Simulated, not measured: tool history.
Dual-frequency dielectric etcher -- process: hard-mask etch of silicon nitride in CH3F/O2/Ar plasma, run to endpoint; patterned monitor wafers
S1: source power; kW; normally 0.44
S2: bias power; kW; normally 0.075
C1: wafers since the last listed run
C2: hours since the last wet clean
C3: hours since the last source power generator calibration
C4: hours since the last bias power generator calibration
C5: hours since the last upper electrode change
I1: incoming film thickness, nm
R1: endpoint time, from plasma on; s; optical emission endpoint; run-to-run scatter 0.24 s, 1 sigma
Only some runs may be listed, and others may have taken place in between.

run   hour    S1     S2   C1     C2      C3      C4      C5    I1    R1
  1      0  0.44  0.075    0    458  5018.1    3235  3032.6  54.6  71.1
  2    6.8  0.44  0.075   90  464.8  5024.9  3241.8  3039.4  54.4  70.5
  3   23.5  0.44  0.075  223  481.5  5041.6  3258.5  3056.1  54.2  70.8
  4   34.9  0.49  0.061  152  492.9    5053  3269.9  3067.5  55.2  71.6
  5   46.4  0.49  0.061  153  504.4  5064.5  3281.4    3079  53.9  70.3
      74.5  -- wet clean of the chamber
        98  -- upper electrode replaced
  6   98.5  0.49  0.061   62     24  5116.6  3333.5     0.5  54.9  74.5
  7   98.8  0.44  0.075    4   24.3  5116.9  3333.8     0.8  55.1    75
  8   99.1  0.44  0.075    4   24.6  5117.2  3334.1     1.1  54.6    74
  9   99.5  0.33  0.069    5     25  5117.6  3334.5     1.5  54.7  85.6
 10   99.8  0.44  0.075    4   25.3  5117.9  3334.8     1.8  54.8  74.6
 11  109.8  0.47  0.082  133   35.3  5127.9  3344.8    11.8  54.1  69.9
     123.8  -- bias power generator calibrated
 12  124.3  0.53  0.075  140   49.8  5142.4     0.5    26.3  54.2  68.1
     136.8  -- source power generator calibrated
 13  137.3  0.53  0.093  120   62.8     0.5    13.5    39.3  54.3    65
 14  150.7  0.44  0.075  179   76.2    13.9    26.9    52.7  54.5  73.7
 15  162.9  0.54   0.08  163   88.4    26.1    39.1    64.9  54.3  66.6
 16    175  0.53   0.06  161  100.5    38.2    51.2      77  54.2  70.7

Consider 5 possible next runs. They are alternatives, not a sequence: every one starts from the tool as it was left by run 16. What does each give?
  A  175.4   0.5  0.075   5  100.9  38.6  51.6  77.4  54.7   ?
  B  175.4  0.38  0.092   5  100.9  38.6  51.6  77.4  54.7   ?
  C  175.4  0.52  0.082   5  100.9  38.6  51.6  77.4  54.7   ?
  D  175.4  0.44  0.059   5  100.9  38.6  51.6  77.4  54.7   ?
  E  175.4  0.44  0.057   5  100.9  38.6  51.6  77.4  54.7   ?

run    R1
  A    70
  B  74.8
  C  67.6
  D  77.4
  E  77.9
Without the tool's unlogged condition, the same runs would have read:
run    R1
  A  70.5
  B  75.3
  C  68.1
  D  77.9
  E  78.4
